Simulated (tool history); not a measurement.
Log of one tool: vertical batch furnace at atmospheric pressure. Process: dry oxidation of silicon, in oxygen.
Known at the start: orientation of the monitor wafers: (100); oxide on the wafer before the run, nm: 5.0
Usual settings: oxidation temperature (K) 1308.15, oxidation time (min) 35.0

run   hour  oxidation temperature (K)  oxidation time (min)  wafers since the last listed run  hours since the last temperature calibration  hours since the boat lift was adjusted  hours since the gauge calibration  read-back reference wafer on the same gauge, thickness  oxide thickness on the monitor wafer (Å)
  1    0.0                    1318.15                  35.0                                 0                                        4365.8                                  2164.1                              133.1                                                   42.80                                     535.7
  2    9.9                    1318.15                  35.0                               150                                        4375.7                                  2174.0                              143.0                                                   42.80                                     537.0
  3   26.8                    1318.15                  35.0                               256                                        4392.6                                  2190.9                              159.9                                                   42.81                                     534.9
  4   45.0                    1308.15                  35.0                               276                                        4410.8                                  2209.1                              178.1                                                   42.79                                     491.2
  5   56.1                    1308.15                  35.0                               168                                        4421.9                                  2220.2                              189.2                                                   42.79                                     491.1
  6   66.2                    1317.15                  35.0                               153                                        4432.0                                  2230.3                              199.3                                                   42.78                                     531.2
  7   76.3                    1308.15                  35.0                               153                                        4442.1                                  2240.4                              209.4                                                   42.81                                     491.0
  8   86.9                    1308.15                  35.0                               161                                        4452.7                                  2251.0                              220.0                                                   42.81                                     491.3
  9   93.5                    1308.15                  35.0                               100                                        4459.3                                  2257.6                              226.6                                                   42.79                                     491.6
 10  105.9                    1302.15                  23.5                               188                                        4471.7                                  2270.0                              239.0                                                   42.79                                     370.9
 11  121.2                    1302.15                  23.5                               232                                        4487.0                                  2285.3                              254.3                                                   42.81                                     371.3
 12  127.4                    1308.15                  35.0                                94                                        4493.2                                  2291.5                              260.5                                                   42.81                                     491.8
 13  141.9                    1308.15                  35.0                               220                                        4507.7                                  2306.0                              275.0                                                   42.81                                     489.7
 14  160.2                    1290.15                  24.0                               277                                        4526.0                                  2324.3                              293.3                                                   42.81                                     339.6
 15  169.5                    1308.15                  19.0                               141                                        4535.3                                  2333.6                              302.6                                                   42.80                                     347.5
     193.8  -- boat lift adjusted
     217.5  -- thermocouples replaced and temperature profile calibrated
 16  218.0                    1308.15                  35.0                                12                                           0.5                                    24.2                              351.1                                                   42.80                                     510.2
 17  222.4                    1319.15                  50.5                                66                                           4.9                                    28.6                              355.5                                                   42.78                                     700.3
     223.0  -- gauge calibrated
 18  226.7                    1308.15                  35.0                                65                                           9.2                                    32.9                                3.7                                                   42.80                                     508.6
 19  231.1                    1329.15                  29.0                                66                                          13.6                                    37.3                                8.1                                                   42.79                                     544.1
 20  253.2                    1308.15                  30.5                               335                                          35.7                                    59.4                               30.2                                                   42.78                                     471.4
 21  265.2                    1308.15                  35.0                               182                                          47.7                                    71.4                               42.2                                                   42.80                                     508.9
 22  274.6                    1317.15                  35.0                               142                                          57.1                                    80.8                               51.6                                                   42.79                                     549.8
 23  292.2                    1328.15                  24.0                               267                                          74.7                                    98.4                               69.2                                                   42.82                                     482.7
 24  307.1                    1308.15                  35.0                               226                                          89.6                                   113.3                               84.1                                                   42.79                                     510.2
 25  322.1                    1331.15                  52.0                               227                                         104.6                                   128.3                               99.1                                                   42.80                                     788.0
 26  331.0                    1299.15                  28.5                               135                                         113.5                                   137.2                              108.0                                                   42.81                                     418.1
 27  347.7                    1315.15                  35.0                               253                                         130.2                                   153.9                              124.7                                                   42.81                                     538.8

Forecast each of these 3 alternatives for the next run:
  A  352.2                    1302.15                  35.0                                68                                         134.7                                   158.4                              129.2                                                       ?                                         ?
  B  352.2                    1300.15                  27.5                                68                                         134.7                                   158.4                              129.2                                                       ?                                         ?
  C  352.2                    1298.15                  50.0                                68                                         134.7                                   158.4                              129.2                                                       ?                                         ?

run  read-back reference wafer on the same gauge, thickness  oxide thickness on the monitor wafer (Å)
  A                                                   42.80                                     484.5
  B                                                   42.80                                     414.5
  C                                                   42.80                                     580.2
Without the tool's hidden state the same runs would have given:
run  oxide thickness on the monitor wafer (Å)
  A                                     486.8
  B                                     416.4
  C                                     583.0
